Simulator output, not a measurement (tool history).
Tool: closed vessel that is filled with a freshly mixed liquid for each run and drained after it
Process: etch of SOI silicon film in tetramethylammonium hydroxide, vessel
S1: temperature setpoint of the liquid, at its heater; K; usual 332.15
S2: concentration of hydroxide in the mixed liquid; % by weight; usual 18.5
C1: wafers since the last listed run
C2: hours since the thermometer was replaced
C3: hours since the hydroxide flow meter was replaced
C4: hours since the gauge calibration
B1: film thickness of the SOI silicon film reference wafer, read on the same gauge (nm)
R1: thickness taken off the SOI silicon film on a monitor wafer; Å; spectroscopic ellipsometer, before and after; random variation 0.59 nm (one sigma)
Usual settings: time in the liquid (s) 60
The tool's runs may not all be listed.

run 1 day=0.000 | S1=332.15 S2=18.5 time_in_the_liquid_(s)=60 | C1=0 C2=552.2 C3=572.1 C4=642.7 | B1=109.99 | R1=1858.3
run 2 day=2.150 | S1=332.15 S2=18.5 time_in_the_liquid_(s)=60 | C1=4527 C2=603.8 C3=623.7 C4=694.3 | B1=110.01 | R1=1860.9
run 3 day=4.308 | S1=332.15 S2=18.5 time_in_the_liquid_(s)=60 | C1=4545 C2=655.6 C3=675.5 C4=746.1 | B1=110.00 | R1=1855.3
run 4 day=6.725 | S1=332.15 S2=18.5 time_in_the_liquid_(s)=50 | C1=5089 C2=713.6 C3=733.5 C4=804.1 | B1=110.00 | R1=1556.4
run 5 day=12.621 | S1=332.15 S2=18.5 time_in_the_liquid_(s)=50 | C1=12416 C2=855.1 C3=875.0 C4=945.6 | B1=109.98 | R1=1551.9
run 6 day=14.375 | S1=332.15 S2=18.5 time_in_the_liquid_(s)=60 | C1=3694 C2=897.2 C3=917.1 C4=987.7 | B1=109.99 | R1=1872.8
-- day=15.662 thermometer replaced
run 7 day=15.833 | S1=332.15 S2=18.5 time_in_the_liquid_(s)=60 | C1=2983 C2=4.1 C3=952.1 C4=1022.7 | B1=110.00 | R1=1883.8
run 8 day=17.812 | S1=332.15 S2=18.5 time_in_the_liquid_(s)=60 | C1=4168 C2=51.6 C3=999.6 C4=1070.2 | B1=109.99 | R1=1880.6
-- day=19.288 hydroxide flow meter replaced
run 9 day=19.812 | S1=332.15 S2=18.5 time_in_the_liquid_(s)=60 | C1=4124 C2=99.6 C3=12.6 C4=1118.2 | B1=110.00 | R1=1823.9
run 10 day=21.117 | S1=332.15 S2=18.5 time_in_the_liquid_(s)=60 | C1=2746 C2=130.9 C3=43.9 C4=1149.5 | B1=110.01 | R1=1833.2
-- day=21.967 gauge calibrated
run 11 day=24.033 | S1=332.15 S2=18.5 time_in_the_liquid_(s)=60 | C1=6142 C2=200.9 C3=113.9 C4=49.6 | B1=110.01 | R1=1830.3
run 12 day=26.158 | S1=332.15 S2=18.5 time_in_the_liquid_(s)=60 | C1=4475 C2=251.9 C3=164.9 C4=100.6 | B1=109.98 | R1=1845.1
run 13 day=27.938 | S1=332.15 S2=15.0 time_in_the_liquid_(s)=70 | C1=3746 C2=294.6 C3=207.6 C4=143.3 | B1=110.01 | R1=2313.7
run 14 day=30.438 | S1=336.15 S2=17.0 time_in_the_liquid_(s)=45 | C1=5265 C2=354.6 C3=267.6 C4=203.3 | B1=110.02 | R1=1832.8
run 15 day=31.992 | S1=325.65 S2=23.5 time_in_the_liquid_(s)=60 | C1=3273 C2=391.9 C3=304.9 C4=240.6 | B1=109.98 | R1=1053.4
run 16 day=34.571 | S1=337.65 S2=16.0 time_in_the_liquid_(s)=30 | C1=5431 C2=453.8 C3=366.8 C4=302.5 | B1=109.99 | R1=1369.4
run 17 day=36.538 | S1=332.15 S2=18.5 time_in_the_liquid_(s)=60 | C1=4141 C2=501.0 C3=414.0 C4=349.7 | B1=110.01 | R1=1857.6
run 18 day=38.367 | S1=328.65 S2=18.5 time_in_the_liquid_(s)=60 | C1=3852 C2=544.9 C3=457.9 C4=393.6 | B1=110.01 | R1=1480.8
run 19 day=39.433 | S1=332.15 S2=18.5 time_in_the_liquid_(s)=40 | C1=2246 C2=570.5 C3=483.5 C4=419.2 | B1=109.98 | R1=1236.2
run 20 day=42.029 | S1=337.15 S2=22.5 time_in_the_liquid_(s)=90 | C1=5466 C2=632.8 C3=545.8 C4=481.5 | B1=110.02 | R1=3449.1
run 21 day=44.138 | S1=340.15 S2=23.0 time_in_the_liquid_(s)=45 | C1=4440 C2=683.4 C3=596.4 C4=532.1 | B1=109.98 | R1=2048.2
run 22 day=45.183 | S1=336.15 S2=17.0 time_in_the_liquid_(s)=45 | C1=2202 C2=708.5 C3=621.5 C4=557.2 | B1=110.01 | R1=1852.0

Hidden state at the last listed run before each entry between runs and at the first one after, where it differs:
Between runs 6 and 7: thermometer replaced (day 15.662)
  hydroxide flow below the setpoint (%): 5.73 -> 5.95
  measured less the result without the state, R1: +44.1 -> +46.0 Å
Between runs 8 and 9: hydroxide flow meter replaced (day 19.288)
  hydroxide flow below the setpoint (%): 6.25 -> 0.294
  measured less the result without the state, R1: +48.1 -> +2.2 Å
Between runs 10 and 11: gauge calibrated (day 21.967)
  hydroxide flow below the setpoint (%): 0.49 -> 0.927
  measured less the result without the state, R1: +3.8 -> +7.1 Å
